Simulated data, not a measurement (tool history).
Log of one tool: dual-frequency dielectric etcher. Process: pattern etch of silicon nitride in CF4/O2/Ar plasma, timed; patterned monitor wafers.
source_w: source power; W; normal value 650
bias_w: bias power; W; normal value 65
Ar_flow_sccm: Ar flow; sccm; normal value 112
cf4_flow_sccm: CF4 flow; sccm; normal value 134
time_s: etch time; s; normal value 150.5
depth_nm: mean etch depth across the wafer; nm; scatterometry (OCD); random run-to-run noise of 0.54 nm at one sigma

| run | hour | source_w | bias_w | Ar_flow_sccm | cf4_flow_sccm | time_s | read-back reference wafer on the same gauge, depth_nm | depth_nm |
|---|---|---|---|---|---|---|---|---|
| 1 | 0.0 | 650 | 65 | 119 | 134 | 150.5 | 400.2 | 379.8 |
|  | 6.0 | wet clean of the chamber |
| 2 | 19.4 | 650 | 65 | 112 | 134 | 150.5 | 400.0 | 375.2 |
| 3 | 51.9 | 650 | 65 | 112 | 134 | 150.5 | 399.9 | 377.0 |
| 4 | 83.2 | 650 | 65 | 112 | 134 | 150.5 | 399.7 | 377.3 |
| 5 | 95.7 | 650 | 65 | 112 | 134 | 150.5 | 400.0 | 377.2 |
| 6 | 110.1 | 650 | 65 | 112 | 134 | 150.5 | 400.1 | 377.4 |
| 7 | 130.0 | 650 | 65 | 132 | 134 | 150.5 | 400.0 | 372.4 |
| 8 | 142.2 | 650 | 65 | 112 | 114 | 126.5 | 399.9 | 311.9 |
| 9 | 161.5 | 650 | 65 | 112 | 114 | 126.5 | 400.0 | 313.3 |
|  | 190.5 | gauge calibrated |
|  | 202.3 | CF4 flow controller replaced |
| 10 | 202.8 | 650 | 65 | 112 | 114 | 126.5 | 400.0 | 312.7 |
|  | 216.6 | Ar flow controller replaced |
| 11 | 221.6 | 650 | 65 | 112 | 134 | 150.5 | 400.1 | 381.0 |
|  | 254.5 | upper electrode replaced |
| 12 | 255.0 | 650 | 60 | 112 | 134 | 190.5 | 400.1 | 469.7 |
|  | 331.4 | wet clean of the chamber |
|  | 334.1 | source power generator calibrated |
| 13 | 344.0 | 650 | 79 | 112 | 134 | 150.5 | 399.9 | 387.9 |
| 14 | 388.0 | 650 | 65 | 100 | 108 | 135.0 | 399.9 | 321.0 |
| 15 | 412.7 | 650 | 80 | 123 | 134 | 150.5 | 400.0 | 387.5 |
|  | 431.1 | bias power generator calibrated |
| 16 | 491.6 | 760 | 65 | 112 | 104 | 150.5 | 399.8 | 409.7 |
| 17 | 508.7 | 650 | 72 | 133 | 134 | 173.5 | 400.1 | 429.1 |
| 18 | 535.1 | 650 | 65 | 112 | 134 | 138.0 | 400.1 | 335.3 |
| 19 | 564.6 | 650 | 65 | 112 | 134 | 150.5 | 399.9 | 366.1 |
|  | 584.1 | gauge calibrated |
| 20 | 590.8 | 650 | 73 | 102 | 112 | 150.5 | 400.1 | 378.4 |

Each row is a separate what-if for the run after 20, all from the same tool condition, not one after another. Results?
| A | 591.3 | 650 | 65 | 112 | 134 | 150.5 | ? | ? |
| B | 591.3 | 650 | 71 | 112 | 134 | 180.0 | ? | ? |
| C | 591.3 | 760 | 49 | 112 | 134 | 150.5 | ? | ? |
| D | 591.3 | 710 | 65 | 112 | 134 | 171.5 | ? | ? |
| E | 591.3 | 650 | 53 | 112 | 134 | 150.5 | ? | ? |

| run | read-back reference wafer on the same gauge, depth_nm | depth_nm |
|---|---|---|
| A | 399.8 | 366.4 |
| B | 399.8 | 451.9 |
| C | 399.8 | 387.9 |
| D | 399.8 | 454.4 |
| E | 399.8 | 342.2 |
Had the tool no hidden state, the same runs would have come out as:
| run | depth_nm |
|---|---|
| A | 357.6 |
| B | 441.0 |
| C | 378.6 |
| D | 443.4 |
| E | 334.0 |
